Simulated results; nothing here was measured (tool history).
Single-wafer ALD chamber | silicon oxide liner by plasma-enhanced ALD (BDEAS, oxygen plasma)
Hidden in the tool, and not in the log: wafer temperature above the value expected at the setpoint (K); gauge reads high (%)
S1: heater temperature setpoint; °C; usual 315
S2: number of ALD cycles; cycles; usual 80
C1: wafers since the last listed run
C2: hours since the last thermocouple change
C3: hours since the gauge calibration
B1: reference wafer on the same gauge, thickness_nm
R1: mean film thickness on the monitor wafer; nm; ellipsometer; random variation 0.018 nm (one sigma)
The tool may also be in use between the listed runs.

run,hour,S1,S2,C1,C2,C3,B1,R1
1,0,315,88,0,756.9,324.2,6.459,7.824
2,69.7,315,67,328,826.6,393.9,6.462,5.95
3,96.4,315,80,125,853.3,420.6,6.46,7.082
4,112.9,315,80,77,869.8,437.1,6.453,7.07
5,128.5,315,80,73,885.4,452.7,6.461,7.085
6,152.6,315,80,113,909.5,476.8,6.457,7.077
7,171.4,315,80,88,928.3,495.6,6.452,7.083
8,191.8,305,80,96,948.7,516,6.468,7.187
9,216.6,305,80,116,973.5,540.8,6.46,7.181
10,236.2,315,80,92,993.1,560.4,6.459,7.093
11,261,322,75,116,1017.9,585.2,6.458,6.588
12,281.5,322,75,96,1038.4,605.7,6.456,6.587
13,313,315,80,148,1069.9,637.2,6.455,7.073
# hour 326.8: gauge calibrated
14,358.6,315,80,215,1115.5,31.8,6.466,7.087
15,383.2,315,80,116,1140.1,56.4,6.461,7.086
16,409.3,326,80,123,1166.2,82.5,6.465,6.989
17,435.5,322,75,123,1192.4,108.7,6.46,6.559
18,450.1,302,95,68,1207,123.3,6.457,8.588
19,475.7,308,96,120,1232.6,148.9,6.458,8.619
# hour 517.1: thermocouple changed; heater temperature recalibrated
20,517.6,309,95,159,0.5,190.8,6.457,8.508
21,523.5,315,93,27,6.4,196.7,6.461,8.254
22,552.4,315,80,136,35.3,225.6,6.461,7.1
23,575.5,315,84,108,58.4,248.7,6.461,7.403
24,593.1,327,80,83,76,266.3,6.47,6.962
25,619.2,315,86,123,102.1,292.4,6.461,7.639
26,641.9,307,80,107,124.8,315.1,6.45,7.222
27,675,304,80,156,157.9,348.2,6.465,7.215
28,703.5,305,80,134,186.4,376.7,6.46,7.222
29,718.7,320,73,71,201.6,391.9,6.47,6.412
30,793.3,320,93,351,276.2,466.5,6.457,8.165

The tool's hidden state at each run:
wafer temperature above the value expected at the setpoint (K): 0 in every run
gauge reads high (%): 0 in every run

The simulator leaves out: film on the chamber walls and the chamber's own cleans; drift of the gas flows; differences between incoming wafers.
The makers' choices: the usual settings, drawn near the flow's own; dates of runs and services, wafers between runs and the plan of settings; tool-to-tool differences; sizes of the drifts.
